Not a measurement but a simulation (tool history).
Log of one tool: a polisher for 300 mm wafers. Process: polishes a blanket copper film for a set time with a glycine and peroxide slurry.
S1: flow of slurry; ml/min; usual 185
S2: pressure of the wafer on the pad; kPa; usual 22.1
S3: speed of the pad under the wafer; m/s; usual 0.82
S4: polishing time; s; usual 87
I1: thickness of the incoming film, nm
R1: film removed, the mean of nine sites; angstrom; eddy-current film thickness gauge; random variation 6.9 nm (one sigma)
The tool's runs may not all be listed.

{"run": 1, "hour": 0.0, "S1": 185, "S2": 22.1, "S3": 0.96, "S4": 87, "I1": 1377.2, "R1": 5187}
{"hour": 13.0, "done": "worn pad replaced by a new one"}
{"run": 2, "hour": 106.8, "S1": 185, "S2": 22.1, "S3": 0.96, "S4": 87, "I1": 1359.9, "R1": 5488}
{"run": 3, "hour": 183.8, "S1": 185, "S2": 22.1, "S3": 0.82, "S4": 87, "I1": 1364.8, "R1": 4622}
{"run": 4, "hour": 239.1, "S1": 185, "S2": 22.1, "S3": 0.82, "S4": 87, "I1": 1376.8, "R1": 4745}
{"run": 5, "hour": 314.2, "S1": 145, "S2": 22.1, "S3": 0.82, "S4": 87, "I1": 1387.1, "R1": 4498}
{"run": 6, "hour": 412.9, "S1": 145, "S2": 22.1, "S3": 0.82, "S4": 87, "I1": 1400.0, "R1": 4290}
{"run": 7, "hour": 483.1, "S1": 185, "S2": 18.6, "S3": 0.82, "S4": 87, "I1": 1374.6, "R1": 3957}
{"run": 8, "hour": 560.2, "S1": 185, "S2": 18.6, "S3": 0.82, "S4": 87, "I1": 1394.7, "R1": 3870}
{"run": 9, "hour": 615.7, "S1": 220, "S2": 22.1, "S3": 0.82, "S4": 65, "I1": 1379.9, "R1": 3443}
{"hour": 658.5, "done": "worn pad replaced by a new one"}
{"run": 10, "hour": 808.4, "S1": 220, "S2": 22.1, "S3": 0.82, "S4": 65, "I1": 1365.3, "R1": 3262}
{"hour": 865.6, "done": "slurry nozzle cleaned"}
{"run": 11, "hour": 889.5, "S1": 185, "S2": 22.1, "S3": 0.82, "S4": 87, "I1": 1372.3, "R1": 4149}
{"run": 12, "hour": 950.3, "S1": 185, "S2": 22.1, "S3": 0.82, "S4": 87, "I1": 1384.0, "R1": 4194}
{"run": 13, "hour": 1025.1, "S1": 185, "S2": 22.1, "S3": 0.74, "S4": 87, "I1": 1380.5, "R1": 3753}
{"hour": 1050.2, "done": "head pressure recalibrated"}
{"run": 14, "hour": 1076.6, "S1": 185, "S2": 22.1, "S3": 0.74, "S4": 87, "I1": 1393.8, "R1": 3843}
{"run": 15, "hour": 1164.2, "S1": 185, "S2": 22.1, "S3": 0.74, "S4": 87, "I1": 1367.8, "R1": 3758}
{"hour": 1176.7, "done": "worn pad replaced by a new one, repeated, since the last time left the tool worse"}
{"run": 16, "hour": 1213.7, "S1": 185, "S2": 20.7, "S3": 0.82, "S4": 87, "I1": 1402.5, "R1": 4430}
{"run": 17, "hour": 1270.8, "S1": 185, "S2": 22.1, "S3": 0.82, "S4": 87, "I1": 1381.7, "R1": 4891}
{"run": 18, "hour": 1307.5, "S1": 225, "S2": 22.1, "S3": 0.82, "S4": 97, "I1": 1386.3, "R1": 5365}
{"run": 19, "hour": 1382.7, "S1": 145, "S2": 18.6, "S3": 0.6, "S4": 87, "I1": 1379.9, "R1": 3123}
{"run": 20, "hour": 1458.1, "S1": 185, "S2": 24.8, "S3": 0.82, "S4": 87, "I1": 1371.2, "R1": 5347}
{"run": 21, "hour": 1540.9, "S1": 185, "S2": 22.1, "S3": 0.82, "S4": 96, "I1": 1388.3, "R1": 5140}
{"run": 22, "hour": 1647.6, "S1": 185, "S2": 22.1, "S3": 0.82, "S4": 79, "I1": 1380.1, "R1": 4204}
{"hour": 1671.7, "done": "worn pad replaced by a new one"}
{"run": 23, "hour": 1719.4, "S1": 210, "S2": 27.6, "S3": 0.6, "S4": 87, "I1": 1376.4, "R1": 4447}
{"hour": 1763.4, "done": "slurry nozzle cleaned"}
{"run": 24, "hour": 1792.6, "S1": 185, "S2": 22.1, "S3": 0.82, "S4": 87, "I1": 1371.1, "R1": 4775}
{"run": 25, "hour": 1872.9, "S1": 145, "S2": 29.6, "S3": 0.96, "S4": 61, "I1": 1403.7, "R1": 4650}
{"run": 26, "hour": 1961.8, "S1": 135, "S2": 17.2, "S3": 0.82, "S4": 87, "I1": 1359.5, "R1": 3558}
{"run": 27, "hour": 2016.9, "S1": 205, "S2": 22.1, "S3": 0.54, "S4": 87, "I1": 1380.6, "R1": 3440}
{"run": 28, "hour": 2075.6, "S1": 185, "S2": 15.2, "S3": 0.62, "S4": 87, "I1": 1382.6, "R1": 2767}
{"run": 29, "hour": 2154.9, "S1": 150, "S2": 26.9, "S3": 0.58, "S4": 87, "I1": 1376.6, "R1": 3903}
{"run": 30, "hour": 2201.8, "S1": 185, "S2": 22.1, "S3": 1.1, "S4": 78, "I1": 1351.5, "R1": 5231}
{"hour": 2261.5, "done": "head pressure recalibrated"}
{"hour": 2303.4, "done": "worn pad replaced by a new one"}
{"run": 31, "hour": 2305.2, "S1": 145, "S2": 16.5, "S3": 0.94, "S4": 79, "I1": 1377.4, "R1": 3691}
{"run": 32, "hour": 2389.2, "S1": 210, "S2": 24.8, "S3": 0.74, "S4": 106, "I1": 1383.6, "R1": 5819}
{"run": 33, "hour": 2459.4, "S1": 185, "S2": 20.7, "S3": 0.82, "S4": 87, "I1": 1399.5, "R1": 4469}
{"run": 34, "hour": 2561.3, "S1": 185, "S2": 22.1, "S3": 0.82, "S4": 87, "I1": 1372.7, "R1": 4677}
{"run": 35, "hour": 2615.5, "S1": 135, "S2": 15.2, "S3": 0.7, "S4": 99, "I1": 1377.7, "R1": 3342}
{"hour": 2696.6, "done": "slurry nozzle cleaned"}
{"run": 36, "hour": 2708.0, "S1": 185, "S2": 22.1, "S3": 0.82, "S4": 87, "I1": 1375.9, "R1": 4654}
{"run": 37, "hour": 2759.2, "S1": 185, "S2": 16.5, "S3": 0.82, "S4": 87, "I1": 1388.4, "R1": 3698}

Some steps in R1 between neighbouring runs. How much of each would the tool show without its hidden state too (settings, what came in, random variation), and how much is left for the hidden state, with any gauge scatter that isn't in both results?
The hidden state here: removal rate lost through wear of the pad, %; slurry flow missing at the pad, %; deviation of the head's pressure from its setpoint, %.
Run 1 -> 2: worn pad replaced by a new one. R1 +301 angstrom: hidden state +311, all else -10.
Run 15 -> 16: S2 22.1 -> 20.7, S3 0.74 -> 0.82, worn pad replaced by a new one, repeated, since the last time left the tool worse. R1 +672 angstrom: hidden state +692, all else -20.
Run 18 -> 19: S1 225 -> 145, S2 22.1 -> 18.6, S3 0.82 -> 0.60, S4 97 -> 87. R1 -2242 angstrom: hidden state -5, all else -2237.
Run 19 -> 20: S1 145 -> 185, S2 18.6 -> 24.8, S3 0.60 -> 0.82. R1 +2224 angstrom: hidden state -51, all else +2275.
Run 30 -> 31: S1 185 -> 145, S2 22.1 -> 16.5, S3 1.10 -> 0.94, S4 78 -> 79, head pressure recalibrated, worn pad replaced by a new one. R1 -1540 angstrom: hidden state +260, all else -1800.
Run 31 -> 32: S1 145 -> 210, S2 16.5 -> 24.8, S3 0.94 -> 0.74, S4 79 -> 106. R1 +2128 angstrom: hidden state -24, all else +2152.
